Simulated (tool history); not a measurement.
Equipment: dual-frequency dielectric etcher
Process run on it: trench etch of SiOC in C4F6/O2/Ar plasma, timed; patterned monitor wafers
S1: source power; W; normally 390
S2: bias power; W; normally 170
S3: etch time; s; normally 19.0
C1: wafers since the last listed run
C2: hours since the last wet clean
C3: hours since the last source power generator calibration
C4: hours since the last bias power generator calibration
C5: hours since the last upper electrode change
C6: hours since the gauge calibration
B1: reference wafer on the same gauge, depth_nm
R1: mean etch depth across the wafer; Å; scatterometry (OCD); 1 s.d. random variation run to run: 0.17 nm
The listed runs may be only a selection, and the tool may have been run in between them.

Run 1, day 0.000: usual settings; C1 0; C2 376.2; C3 4582.3; C4 2792.7; C5 2252.5; C6 394.6; B1 41.38. Result: R1 390.4 Å.
Run 2, day 0.717: usual settings; C1 397; C2 393.4; C3 4599.5; C4 2809.9; C5 2269.7; C6 411.8; B1 41.39. Result: R1 391.2 Å.
Run 3, day 1.367: usual settings but S1 420 W; C1 360; C2 409.0; C3 4615.1; C4 2825.5; C5 2285.3; C6 427.4; B1 41.38. Result: R1 406.1 Å.
At day 1.875: bias power generator calibrated.
Run 4, day 1.896: usual settings but S1 420 W; C1 201; C2 421.7; C3 4627.8; C4 0.5; C5 2298.0; C6 440.1; B1 41.30. Result: R1 403.8 Å.
Run 5, day 2.329: usual settings; C1 240; C2 432.1; C3 4638.2; C4 10.9; C5 2308.4; C6 450.5; B1 41.41. Result: R1 393.0 Å.
Run 6, day 2.904: usual settings; C1 319; C2 445.9; C3 4652.0; C4 24.7; C5 2322.2; C6 464.3; B1 41.32. Result: R1 393.2 Å.
Run 7, day 3.604: usual settings but S2 190 W; C1 388; C2 462.7; C3 4668.8; C4 41.5; C5 2339.0; C6 481.1; B1 41.43. Result: R1 402.7 Å.
Run 8, day 5.542: usual settings but S1 440 W; C1 1075; C2 509.2; C3 4715.3; C4 88.0; C5 2385.5; C6 527.6; B1 41.38. Result: R1 417.0 Å.
Run 9, day 6.225: usual settings but S1 300 W; C1 379; C2 525.6; C3 4731.7; C4 104.4; C5 2401.9; C6 544.0; B1 41.39. Result: R1 349.2 Å.
Run 10, day 6.946: usual settings but S3 22.0 s; C1 399; C2 542.9; C3 4749.0; C4 121.7; C5 2419.2; C6 561.3; B1 41.41. Result: R1 460.7 Å.
Run 11, day 7.604: usual settings but S1 340 W, S2 210 W, S3 21.5 s; C1 365; C2 558.7; C3 4764.8; C4 137.5; C5 2435.0; C6 577.1; B1 41.40. Result: R1 444.3 Å.
At day 7.779: source power generator calibrated.
At day 8.271: gauge calibrated.
At day 8.671: upper electrode replaced.
At day 9.288: wet clean of the chamber.
Run 12, day 9.308: usual settings but S1 310 W; C1 17; C2 0.5; C3 36.7; C4 178.4; C5 15.3; C6 24.9; B1 41.40. Result: R1 343.5 Å.
Run 13, day 9.321: usual settings but S1 360 W, S2 182 W, S3 24.0 s; C1 6; C2 0.8; C3 37.0; C4 178.7; C5 15.6; C6 25.2; B1 41.29. Result: R1 474.2 Å.
Run 14, day 9.333: usual settings; C1 6; C2 1.1; C3 37.3; C4 179.0; C5 15.9; C6 25.5; B1 41.37. Result: R1 385.5 Å.
Run 15, day 9.379: usual settings but S1 310 W, S2 187 W, S3 23.5 s; C1 25; C2 2.2; C3 38.4; C4 180.1; C5 17.0; C6 26.6; B1 41.45. Result: R1 435.3 Å.
Run 16, day 9.996: usual settings but S1 340 W, S2 150 W, S3 22.5 s; C1 342; C2 17.0; C3 53.2; C4 194.9; C5 31.8; C6 41.4; B1 41.35. Result: R1 415.2 Å.
Run 17, day 10.746: usual settings but S2 134 W; C1 416; C2 35.0; C3 71.2; C4 212.9; C5 49.8; C6 59.4; B1 41.40. Result: R1 363.8 Å.
Run 18, day 11.279: usual settings but S1 310 W, S2 140 W, S3 23.0 s; C1 295; C2 47.8; C3 84.0; C4 225.7; C5 62.6; C6 72.2; B1 41.35. Result: R1 401.9 Å.
Run 19, day 11.958: usual settings but S1 360 W, S2 129 W, S3 24.0 s; C1 376; C2 64.1; C3 100.3; C4 242.0; C5 78.9; C6 88.5; B1 41.31. Result: R1 443.8 Å.
Run 20, day 12.267: usual settings; C1 171; C2 71.5; C3 107.7; C4 249.4; C5 86.3; C6 95.9; B1 41.38. Result: R1 386.0 Å.
Run 21, day 12.558: usual settings; C1 161; C2 78.5; C3 114.7; C4 256.4; C5 93.3; C6 102.9; B1 41.46. Result: R1 386.2 Å.
Run 22, day 12.879: usual settings but S1 330 W, S2 189 W, S3 17.5 s; C1 178; C2 86.2; C3 122.4; C4 264.1; C5 101.0; C6 110.6; B1 41.38. Result: R1 336.6 Å.

Run 23 is up next; what results do you expect?
Run 23, day 13.225: usual settings but S1 290 W, S2 196 W, S3 24.0 s; C1 191; C2 94.5; C3 130.7; C4 272.4; C5 109.3; C6 118.9; B1 ?. Result: R1 ?.

{"run 23": {"B1": 41.37, "R1": 441.1}}
With no hidden state in the tool, this same run would have given R1 435.5 Å.

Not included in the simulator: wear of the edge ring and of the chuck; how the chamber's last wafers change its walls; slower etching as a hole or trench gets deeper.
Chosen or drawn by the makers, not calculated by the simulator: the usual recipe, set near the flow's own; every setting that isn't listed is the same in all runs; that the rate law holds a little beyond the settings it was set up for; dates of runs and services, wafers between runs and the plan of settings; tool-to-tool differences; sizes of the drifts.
